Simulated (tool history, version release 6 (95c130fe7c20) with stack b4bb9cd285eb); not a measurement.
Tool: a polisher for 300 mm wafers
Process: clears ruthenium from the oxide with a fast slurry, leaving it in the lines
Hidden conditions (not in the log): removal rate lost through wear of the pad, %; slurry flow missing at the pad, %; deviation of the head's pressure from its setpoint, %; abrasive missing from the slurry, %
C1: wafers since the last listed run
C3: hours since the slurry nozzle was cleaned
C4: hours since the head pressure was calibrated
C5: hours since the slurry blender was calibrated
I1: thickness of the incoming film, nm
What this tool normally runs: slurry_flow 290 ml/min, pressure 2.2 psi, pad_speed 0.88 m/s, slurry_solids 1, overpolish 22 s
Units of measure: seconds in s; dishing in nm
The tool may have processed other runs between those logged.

Run 1, hour 0: usual settings; C1 0; wafers polished on this pad 1804; C3 428.7; C4 675.8; C5 199.3; I1 200.7. Result: seconds 76.6 s, dishing 42.7 nm.
At hour 3.4: worn pad replaced by a new one.
Run 2, hour 13.5: usual settings; C1 107; wafers polished on this pad 107; C3 442.2; C4 689.3; C5 212.8; I1 201.3. Result: seconds 71.9 s, dishing 44.2 nm.
Run 3, hour 42.9: usual settings; C1 311; wafers polished on this pad 419; C3 471.6; C4 718.7; C5 242.2; I1 197.3. Result: seconds 71 s, dishing 45.9 nm.
Run 4, hour 72.2: usual settings but pad_speed 0.78 m/s; C1 310; wafers polished on this pad 729; C3 500.9; C4 748; C5 271.5; I1 197.6. Result: seconds 80.2 s, dishing 40.5 nm.
Run 5, hour 95.3: usual settings; C1 244; wafers polished on this pad 974; C3 524; C4 771.1; C5 294.6; I1 196.7. Result: seconds 71.8 s, dishing 44.1 nm.
Run 6, hour 120.8: usual settings but slurry_flow 365 ml/min; C1 270; wafers polished on this pad 1244; C3 549.5; C4 796.6; C5 320.1; I1 198.6. Result: seconds 72 s, dishing 45.1 nm.
At hour 143.9: worn pad replaced by a new one.
Run 7, hour 147.4: usual settings but slurry_solids 1.2; C1 239; wafers polished on this pad 37; C3 576.1; C4 823.2; C5 346.7; I1 199.1. Result: seconds 67.1 s, dishing 48.7 nm.
Run 8, hour 181.6: usual settings but slurry_solids 1.2; C1 362; wafers polished on this pad 399; C3 610.3; C4 857.4; C5 380.9; I1 198.8. Result: seconds 67.6 s, dishing 49.6 nm.
At hour 188.4: slurry blender recalibrated.
Run 9, hour 211: usual settings; C1 290; wafers polished on this pad 689; C3 639.7; C4 886.8; C5 22.6; I1 196.6. Result: seconds 71.3 s, dishing 43.9 nm.
At hour 263.8: slurry nozzle cleaned.
At hour 283.5: worn pad replaced by a new one.
Run 10, hour 318.6: usual settings; C1 1087; wafers polished on this pad 371; C3 54.8; C4 994.4; C5 130.2; I1 199.5. Result: seconds 72 s, dishing 44.5 nm.
Run 11, hour 342.2: usual settings; C1 250; wafers polished on this pad 621; C3 78.4; C4 1018; C5 153.8; I1 199. Result: seconds 71.9 s, dishing 44.2 nm.
Run 12, hour 362.4: usual settings; C1 214; wafers polished on this pad 835; C3 98.6; C4 1038.2; C5 174; I1 203.6. Result: seconds 74.3 s, dishing 44.8 nm.
Run 13, hour 394.1: usual settings; C1 335; wafers polished on this pad 1171; C3 130.3; C4 1069.9; C5 205.7; I1 198.6. Result: seconds 72.7 s, dishing 44.9 nm.
Run 14, hour 429.6: usual settings but slurry_solids 0.85; C1 376; wafers polished on this pad 1548; C3 165.8; C4 1105.4; C5 241.2; I1 201.1. Result: seconds 82.3 s, dishing 41.7 nm.
At hour 440.9: worn pad replaced by a new one, of another model than before.
Run 15, hour 456.6: usual settings but pad_speed 1.18 m/s, slurry_solids 0.75; C1 243; wafers polished on this pad 165; C3 192.8; C4 1132.4; C5 268.2; I1 199.8. Result: seconds 69.6 s, dishing 48.8 nm.
At hour 482.8: head pressure recalibrated.
Run 16, hour 483.3: usual settings but slurry_flow 260 ml/min, pressure 1.6 psi; C1 261; wafers polished on this pad 427; C3 219.5; C4 0.5; C5 294.9; I1 198.4. Result: seconds 83.5 s, dishing 41.2 nm.
At hour 530: slurry blender recalibrated.
Run 17, hour 570.4: usual settings; C1 901; wafers polished on this pad 1329; C3 306.6; C4 87.6; C5 40.4; I1 200.6. Result: seconds 74.4 s, dishing 41.9 nm.
Run 18, hour 592.2: usual settings but slurry_solids 1.1, overpolish 17 s; C1 231; wafers polished on this pad 1560; C3 328.4; C4 109.4; C5 62.2; I1 204. Result: seconds 75.5 s, dishing 37.1 nm.
Run 19, hour 608.1: usual settings; C1 168; wafers polished on this pad 1728; C3 344.3; C4 125.3; C5 78.1; I1 199.3. Result: seconds 77.9 s, dishing 44.5 nm.
At hour 618.4: worn pad replaced by a new one.
Run 20, hour 623.7: usual settings but slurry_flow 190 ml/min, pressure 2.8 psi, slurry_solids 1.2, overpolish 25 s; C1 122; wafers polished on this pad 55; C3 359.9; C4 140.9; C5 93.7; I1 197.4. Result: seconds 59.5 s, dishing 57.4 nm.
Run 21, hour 643.5: usual settings but slurry_flow 320 ml/min, pressure 1.9 psi, slurry_solids 0.75, overpolish 10 s; C1 209; wafers polished on this pad 265; C3 379.7; C4 160.7; C5 113.5; I1 198.2. Result: seconds 88.3 s, dishing 19.6 nm.
Run 22, hour 656.5: usual settings; C1 137; wafers polished on this pad 403; C3 392.7; C4 173.7; C5 126.5; I1 199.8. Result: seconds 71 s, dishing 44.8 nm.
Run 23, hour 679.8: usual settings but pad_speed 0.72 m/s; C1 246; wafers polished on this pad 650; C3 416; C4 197; C5 149.8; I1 199. Result: seconds 81.6 s, dishing 42 nm.
Run 24, hour 715.1: usual settings but slurry_flow 200 ml/min, pressure 1.9 psi, pad_speed 0.68 m/s, slurry_solids 0.9; C1 374; wafers polished on this pad 1024; C3 451.3; C4 232.3; C5 185.1; I1 199.7. Result: seconds 97.1 s, dishing 34.9 nm.
Run 25, hour 749.5: usual settings; C1 364; wafers polished on this pad 1388; C3 485.7; C4 266.7; C5 219.5; I1 197.5. Result: seconds 73.6 s, dishing 45.1 nm.
Run 26, hour 762.6: usual settings but pad_speed 1.14 m/s, slurry_solids 1.2, overpolish 26 s; C1 138; wafers polished on this pad 1527; C3 498.8; C4 279.8; C5 232.6; I1 199. Result: seconds 59.2 s, dishing 58.7 nm.
Run 27, hour 783.4: usual settings but pressure 2.7 psi, slurry_solids 0.75, overpolish 25 s; C1 220; wafers polished on this pad 1747; C3 519.6; C4 300.6; C5 253.4; I1 200.7. Result: seconds 76.9 s, dishing 49.5 nm.

Some steps in seconds, run to run, broken into two amounts with sign: the step expected even without the hidden condition (settings, incoming material, random variation), and the rest, left for the hidden condition together with whatever gauge scatter is not in both the measured and the hidden-condition-free result:
Run 1 -> 2: worn pad replaced by a new one. seconds -4.7 s: hidden state -4.9, all else +0.2.
Run 19 -> 20: slurry_flow 290 -> 190, pressure 2.2 -> 2.8, slurry_solids 1 -> 1.2, overpolish 22 -> 25, worn pad replaced by a new one. seconds -18.4 s: hidden state -4.4, all else -14.
Run 20 -> 21: slurry_flow 190 -> 320, pressure 2.8 -> 1.9, slurry_solids 1.2 -> 0.75, overpolish 25 -> 10. seconds +28.8 s: hidden state +0.1, all else +28.7.
Run 24 -> 25: slurry_flow 200 -> 290, pressure 1.9 -> 2.2, pad_speed 0.68 -> 0.88, slurry_solids 0.9 -> 1. seconds -23.5 s: hidden state +0.7, all else -24.2.
